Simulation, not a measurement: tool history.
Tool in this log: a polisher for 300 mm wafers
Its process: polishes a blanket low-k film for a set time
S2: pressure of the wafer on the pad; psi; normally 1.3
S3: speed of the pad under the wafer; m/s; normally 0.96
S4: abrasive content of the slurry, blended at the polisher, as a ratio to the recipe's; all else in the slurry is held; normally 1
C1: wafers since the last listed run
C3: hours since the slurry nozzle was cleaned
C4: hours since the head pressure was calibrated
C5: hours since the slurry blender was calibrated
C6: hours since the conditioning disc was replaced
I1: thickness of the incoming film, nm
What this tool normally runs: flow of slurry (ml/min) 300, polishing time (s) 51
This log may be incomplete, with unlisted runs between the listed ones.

run 1 hour=0 | flow_of_slurry_(ml/min)=300 S2=1.3 S3=0.96 S4=1 polishing_time_(s)=51 | C1=0 wafers_polished_on_this_pad=913 C3=85.4 C4=1247.3 C5=315.1 C6=142 | I1=316.1 | film_removed_(nm)=16.7
run 2 hour=26.3 | flow_of_slurry_(ml/min)=300 S2=1.3 S3=0.96 S4=1 polishing_time_(s)=51 | C1=349 wafers_polished_on_this_pad=1263 C3=111.7 C4=1273.6 C5=341.4 C6=168.3 | I1=321.6 | film_removed_(nm)=16.8
-- hour=35.3 slurry blender recalibrated
run 3 hour=43.9 | flow_of_slurry_(ml/min)=320 S2=1.3 S3=0.96 S4=1 polishing_time_(s)=51 | C1=207 wafers_polished_on_this_pad=1470 C3=129.3 C4=1291.2 C5=8.6 C6=185.9 | I1=314.5 | film_removed_(nm)=16.8
-- hour=69.3 worn pad replaced by a new one
run 4 hour=69.8 | flow_of_slurry_(ml/min)=320 S2=1.3 S3=0.96 S4=1 polishing_time_(s)=51 | C1=291 wafers_polished_on_this_pad=6 C3=155.2 C4=1317.1 C5=34.5 C6=211.8 | I1=317.2 | film_removed_(nm)=16.7
run 5 hour=99.7 | flow_of_slurry_(ml/min)=320 S2=1.3 S3=0.96 S4=1 polishing_time_(s)=51 | C1=397 wafers_polished_on_this_pad=404 C3=185.1 C4=1347 C5=64.4 C6=241.7 | I1=321.2 | film_removed_(nm)=16.5
run 6 hour=135.1 | flow_of_slurry_(ml/min)=300 S2=1.3 S3=0.86 S4=1 polishing_time_(s)=44 | C1=470 wafers_polished_on_this_pad=874 C3=220.5 C4=1382.4 C5=99.8 C6=277.1 | I1=319.1 | film_removed_(nm)=13.5
run 7 hour=148.8 | flow_of_slurry_(ml/min)=300 S2=1.3 S3=0.86 S4=1 polishing_time_(s)=44 | C1=182 wafers_polished_on_this_pad=1056 C3=234.2 C4=1396.1 C5=113.5 C6=290.8 | I1=325.4 | film_removed_(nm)=13.7
-- hour=182.9 conditioning disc replaced and pad reconditioned
run 8 hour=183.4 | flow_of_slurry_(ml/min)=300 S2=1.3 S3=0.86 S4=1 polishing_time_(s)=44 | C1=433 wafers_polished_on_this_pad=1489 C3=268.8 C4=1430.7 C5=148.1 C6=0.5 | I1=323.2 | film_removed_(nm)=13.4
-- hour=195.6 worn pad replaced by a new one
run 9 hour=206.3 | flow_of_slurry_(ml/min)=300 S2=1.3 S3=0.86 S4=1 polishing_time_(s)=38 | C1=251 wafers_polished_on_this_pad=141 C3=291.7 C4=1453.6 C5=171 C6=23.4 | I1=318 | film_removed_(nm)=11.9
run 10 hour=222.6 | flow_of_slurry_(ml/min)=300 S2=1.3 S3=0.96 S4=1 polishing_time_(s)=51 | C1=216 wafers_polished_on_this_pad=358 C3=308 C4=1469.9 C5=187.3 C6=39.7 | I1=317.4 | film_removed_(nm)=16.4
run 11 hour=252.4 | flow_of_slurry_(ml/min)=300 S2=1.3 S3=0.96 S4=1 polishing_time_(s)=43 | C1=395 wafers_polished_on_this_pad=754 C3=337.8 C4=1499.7 C5=217.1 C6=69.5 | I1=319.5 | film_removed_(nm)=13.9
run 12 hour=273 | flow_of_slurry_(ml/min)=270 S2=1.7 S3=0.8 S4=1 polishing_time_(s)=62 | C1=273 wafers_polished_on_this_pad=1028 C3=358.4 C4=1520.3 C5=237.7 C6=90.1 | I1=325.8 | film_removed_(nm)=23.9
-- hour=296.7 slurry nozzle cleaned
-- hour=300.2 head pressure recalibrated
run 13 hour=303.2 | flow_of_slurry_(ml/min)=300 S2=1.3 S3=0.96 S4=1 polishing_time_(s)=51 | C1=361 wafers_polished_on_this_pad=1389 C3=6.5 C4=3 C5=267.9 C6=120.3 | I1=321.8 | film_removed_(nm)=15.4
run 14 hour=329.8 | flow_of_slurry_(ml/min)=300 S2=1.5 S3=0.96 S4=1 polishing_time_(s)=44 | C1=353 wafers_polished_on_this_pad=1743 C3=33.1 C4=29.6 C5=294.5 C6=146.9 | I1=325.1 | film_removed_(nm)=15.6
-- hour=335.5 worn pad replaced by a new one
run 15 hour=346.8 | flow_of_slurry_(ml/min)=300 S2=1.3 S3=1.2 S4=1.1 polishing_time_(s)=51 | C1=172 wafers_polished_on_this_pad=150 C3=50.1 C4=46.6 C5=311.5 C6=163.9 | I1=321.3 | film_removed_(nm)=17.9
run 16 hour=382.7 | flow_of_slurry_(ml/min)=300 S2=0.8 S3=0.96 S4=1 polishing_time_(s)=36 | C1=477 wafers_polished_on_this_pad=627 C3=86 C4=82.5 C5=347.4 C6=199.8 | I1=316.6 | film_removed_(nm)=6.6
-- hour=384.5 slurry nozzle cleaned, repeated, since the last time left the tool worse
-- hour=392.8 slurry blender recalibrated
run 17 hour=414.3 | flow_of_slurry_(ml/min)=300 S2=1.3 S3=1.28 S4=1.25 polishing_time_(s)=38 | C1=380 wafers_polished_on_this_pad=1007 C3=29.8 C4=114.1 C5=21.5 C6=231.4 | I1=321.9 | film_removed_(nm)=15.6
run 18 hour=443.5 | flow_of_slurry_(ml/min)=300 S2=1.3 S3=0.96 S4=1 polishing_time_(s)=51 | C1=388 wafers_polished_on_this_pad=1395 C3=59 C4=143.3 C5=50.7 C6=260.6 | I1=319 | film_removed_(nm)=16.6
-- hour=453.8 worn pad replaced by a new one
run 19 hour=471.4 | flow_of_slurry_(ml/min)=300 S2=1.3 S3=0.96 S4=0.85 polishing_time_(s)=41 | C1=317 wafers_polished_on_this_pad=234 C3=86.9 C4=171.2 C5=78.6 C6=288.5 | I1=323.2 | film_removed_(nm)=12.3
run 20 hour=498.7 | flow_of_slurry_(ml/min)=300 S2=1.3 S3=0.8 S4=1 polishing_time_(s)=51 | C1=362 wafers_polished_on_this_pad=596 C3=114.2 C4=198.5 C5=105.9 C6=315.8 | I1=316.1 | film_removed_(nm)=15.4
run 21 hour=515 | flow_of_slurry_(ml/min)=220 S2=1.3 S3=1.24 S4=1 polishing_time_(s)=51 | C1=216 wafers_polished_on_this_pad=813 C3=130.5 C4=214.8 C5=122.2 C6=332.1 | I1=319.3 | film_removed_(nm)=18.1
run 22 hour=527.2 | flow_of_slurry_(ml/min)=300 S2=1.3 S3=0.96 S4=0.75 polishing_time_(s)=60 | C1=162 wafers_polished_on_this_pad=975 C3=142.7 C4=227 C5=134.4 C6=344.3 | I1=319.8 | film_removed_(nm)=17.3
run 23 hour=553.4 | flow_of_slurry_(ml/min)=300 S2=1.1 S3=1.26 S4=0.8 polishing_time_(s)=60 | C1=348 wafers_polished_on_this_pad=1323 C3=168.9 C4=253.2 C5=160.6 C6=370.5 | I1=324.1 | film_removed_(nm)=17.3
-- hour=569.7 conditioning disc replaced and pad reconditioned
run 24 hour=574.6 | flow_of_slurry_(ml/min)=300 S2=1.3 S3=0.96 S4=1 polishing_time_(s)=51 | C1=255 wafers_polished_on_this_pad=1578 C3=190.1 C4=274.4 C5=181.8 C6=4.9 | I1=323.8 | film_removed_(nm)=16.4
-- hour=590.4 worn pad replaced by a new one
run 25 hour=590.9 | flow_of_slurry_(ml/min)=215 S2=1.3 S3=0.96 S4=1.25 polishing_time_(s)=51 | C1=163 wafers_polished_on_this_pad=7 C3=206.4 C4=290.7 C5=198.1 C6=21.2 | I1=316.9 | film_removed_(nm)=17.1

What if the next run were any one of these 4? Each begins from the tool's condition after run 25:
run A hour=591.3 | flow_of_slurry_(ml/min)=300 S2=1.3 S3=0.96 S4=1 polishing_time_(s)=51 | C1=5 wafers_polished_on_this_pad=12 C3=206.8 C4=291.1 C5=198.5 C6=21.6 | I1=320.7 | film_removed_(nm)=?
run B hour=591.3 | flow_of_slurry_(ml/min)=265 S2=1.3 S3=0.78 S4=1.25 polishing_time_(s)=51 | C1=5 wafers_polished_on_this_pad=12 C3=206.8 C4=291.1 C5=198.5 C6=21.6 | I1=320.7 | film_removed_(nm)=?
run C hour=591.3 | flow_of_slurry_(ml/min)=300 S2=1.6 S3=1.18 S4=0.85 polishing_time_(s)=33 | C1=5 wafers_polished_on_this_pad=12 C3=206.8 C4=291.1 C5=198.5 C6=21.6 | I1=320.7 | film_removed_(nm)=?
run D hour=591.3 | flow_of_slurry_(ml/min)=395 S2=0.8 S3=0.96 S4=0.8 polishing_time_(s)=41 | C1=5 wafers_polished_on_this_pad=12 C3=206.8 C4=291.1 C5=198.5 C6=21.6 | I1=320.7 | film_removed_(nm)=?

run=A film_removed_(nm)=16.8
run=B film_removed_(nm)=16.4
run=C film_removed_(nm)=13.8
run=D film_removed_(nm)=7.7
Without the tool's unlogged condition, the same runs would have read:
run=A film_removed_(nm)=17.2
run=B film_removed_(nm)=16.8
run=C film_removed_(nm)=14.1
run=D film_removed_(nm)=7.9
